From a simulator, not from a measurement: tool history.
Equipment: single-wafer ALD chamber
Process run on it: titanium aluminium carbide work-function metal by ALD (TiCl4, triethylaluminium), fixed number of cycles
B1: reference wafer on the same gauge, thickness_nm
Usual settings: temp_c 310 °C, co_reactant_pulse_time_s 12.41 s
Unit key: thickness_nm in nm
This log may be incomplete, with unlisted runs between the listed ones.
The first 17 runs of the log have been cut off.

{"run": 18, "hour": 1220.6, "temp_c": 319, "co_reactant_pulse_time_s": 9.31, "B1": 1.749, "thickness_nm": 2.104}
{"run": 19, "hour": 1303.7, "temp_c": 310, "co_reactant_pulse_time_s": 10.34, "B1": 1.749, "thickness_nm": 2.016}
{"run": 20, "hour": 1395.4, "temp_c": 310, "co_reactant_pulse_time_s": 12.41, "B1": 1.75, "thickness_nm": 2.059}
{"run": 21, "hour": 1472.8, "temp_c": 310, "co_reactant_pulse_time_s": 12.41, "B1": 1.752, "thickness_nm": 2.061}
{"run": 22, "hour": 1512.6, "temp_c": 310, "co_reactant_pulse_time_s": 12.41, "B1": 1.749, "thickness_nm": 2.043}
{"run": 23, "hour": 1582.4, "temp_c": 325, "co_reactant_pulse_time_s": 15.75, "B1": 1.751, "thickness_nm": 2.228}
{"hour": 1655.5, "done": "thermocouple changed; heater temperature recalibrated"}
{"run": 24, "hour": 1688.5, "temp_c": 320, "co_reactant_pulse_time_s": 7.58, "B1": 1.751, "thickness_nm": 1.935}
{"hour": 1914.6, "done": "showerhead replaced"}
{"run": 25, "hour": 1951.3, "temp_c": 320, "co_reactant_pulse_time_s": 13.8, "B1": 1.749, "thickness_nm": 2.195}
{"run": 26, "hour": 2018.5, "temp_c": 319, "co_reactant_pulse_time_s": 7.64, "B1": 1.75, "thickness_nm": 1.898}
{"run": 27, "hour": 2122.3, "temp_c": 322, "co_reactant_pulse_time_s": 10.79, "B1": 1.753, "thickness_nm": 2.112}
{"run": 28, "hour": 2219.2, "temp_c": 310, "co_reactant_pulse_time_s": 9.31, "B1": 1.749, "thickness_nm": 1.928}
{"run": 29, "hour": 2272.0, "temp_c": 310, "co_reactant_pulse_time_s": 15.14, "B1": 1.749, "thickness_nm": 2.094}
{"run": 30, "hour": 2351.5, "temp_c": 310, "co_reactant_pulse_time_s": 9.42, "B1": 1.747, "thickness_nm": 1.932}
{"run": 31, "hour": 2395.8, "temp_c": 297, "co_reactant_pulse_time_s": 15.62, "B1": 1.754, "thickness_nm": 1.986}
{"run": 32, "hour": 2443.5, "temp_c": 310, "co_reactant_pulse_time_s": 13.99, "B1": 1.749, "thickness_nm": 2.071}
{"run": 33, "hour": 2502.6, "temp_c": 299, "co_reactant_pulse_time_s": 16.35, "B1": 1.749, "thickness_nm": 2.003}
{"run": 34, "hour": 2595.9, "temp_c": 319, "co_reactant_pulse_time_s": 9.31, "B1": 1.754, "thickness_nm": 1.98}

3 options for the next run, each taken on its own from the tool as it stands now. Forecast them:
{"run": "A", "hour": 2596.3, "temp_c": 310, "co_reactant_pulse_time_s": 9.15, "B1": "?", "thickness_nm": "?"}
{"run": "B", "hour": 2596.3, "temp_c": 320, "co_reactant_pulse_time_s": 12.41, "B1": "?", "thickness_nm": "?"}
{"run": "C", "hour": 2596.3, "temp_c": 301, "co_reactant_pulse_time_s": 16.4, "B1": "?", "thickness_nm": "?"}

run=A B1=1.752 thickness_nm=1.890
run=B B1=1.752 thickness_nm=2.123
run=C B1=1.752 thickness_nm=2.015
Stripped of hidden state, with their random variation kept, the same runs would have yielded:
run=A thickness_nm=2.083
run=B thickness_nm=2.244
run=C thickness_nm=2.075
